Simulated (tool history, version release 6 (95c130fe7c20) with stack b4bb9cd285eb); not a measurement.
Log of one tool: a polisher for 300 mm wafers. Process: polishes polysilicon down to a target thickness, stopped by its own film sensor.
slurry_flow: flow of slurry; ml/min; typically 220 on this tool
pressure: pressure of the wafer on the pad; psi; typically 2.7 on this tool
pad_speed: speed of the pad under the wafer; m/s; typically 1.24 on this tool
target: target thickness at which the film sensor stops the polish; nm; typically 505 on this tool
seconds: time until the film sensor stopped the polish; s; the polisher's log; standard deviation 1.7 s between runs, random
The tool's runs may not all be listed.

run	hour	slurry_flow	pressure	pad_speed	target	incoming thickness of the incoming film, nm	seconds
1	0.0	180	2.7	1.24	505	1310.7	105.0
2	31.4	180	2.7	1.24	505	1310.6	101.1
3	61.3	220	2.7	1.24	505	1290.1	97.8
# hour 112.6: worn pad replaced by a new one
4	148.9	220	2.7	1.14	340	1314.2	138.7
# hour 157.0: slurry nozzle cleaned
# hour 184.4: head pressure recalibrated
5	217.6	220	2.7	1.14	340	1304.2	128.0
6	269.7	220	2.7	1.14	340	1283.2	130.2
7	297.3	220	2.7	1.24	322	1296.4	122.0
# hour 464.7: worn pad replaced by a new one
8	488.2	220	2.7	1.24	505	1285.7	99.4
9	548.4	220	2.7	1.24	670	1298.9	82.7
# hour 554.5: slurry nozzle cleaned
10	607.9	220	2.7	1.24	505	1301.3	98.4
11	665.3	220	2.7	1.24	505	1299.2	97.7
12	719.0	220	2.7	1.24	505	1324.5	100.1
13	788.4	220	2.7	1.24	505	1279.6	96.7
# hour 853.8: worn pad replaced by a new one
14	854.3	220	2.7	1.24	505	1289.1	97.8
# hour 873.8: slurry nozzle cleaned
15	917.8	220	2.7	1.24	505	1313.2	100.2
16	988.9	220	3.1	1.24	247	1312.9	114.6
17	1021.3	170	1.9	1.40	505	1313.2	132.9
18	1081.1	220	2.7	1.24	505	1303.8	97.3
19	1122.8	220	2.7	1.44	505	1315.2	86.7
20	1170.0	180	2.7	1.24	505	1303.2	103.3
# hour 1210.3: worn pad replaced by a new one
21	1210.8	195	2.2	1.64	733	1281.0	64.2
# hour 1229.2: slurry nozzle cleaned
22	1280.0	220	3.1	1.68	640	1297.3	52.1
23	1328.7	220	2.7	1.24	360	1320.2	119.5
# hour 1351.5: head pressure recalibrated
24	1382.7	220	2.3	1.38	229	1288.3	136.0
25	1414.4	260	2.3	1.24	505	1311.1	117.6
26	1478.9	220	2.7	1.14	340	1283.2	131.2
27	1542.3	220	2.7	1.24	604	1273.1	84.0
# hour 1588.1: worn pad replaced by a new one
# hour 1597.1: slurry nozzle cleaned
28	1610.9	220	2.7	1.24	505	1306.9	96.1
29	1653.2	220	2.7	1.24	505	1308.8	96.4
30	1733.6	220	3.4	1.24	374	1296.5	89.4
31	1795.7	185	3.1	1.24	505	1295.7	87.6

What if the next run were any one of these 3? Each begins from the tool's condition after run 31:
A	1796.1	220	2.7	1.24	505	1301.5	?
B	1796.1	200	2.0	1.24	505	1301.5	?
C	1796.1	295	3.0	0.84	323	1301.5	?

run	seconds
A	99.3
B	135.7
C	156.9
Without the tool's hidden state the same runs would have given:
run	seconds
A	96.5
B	131.6
C	153.4
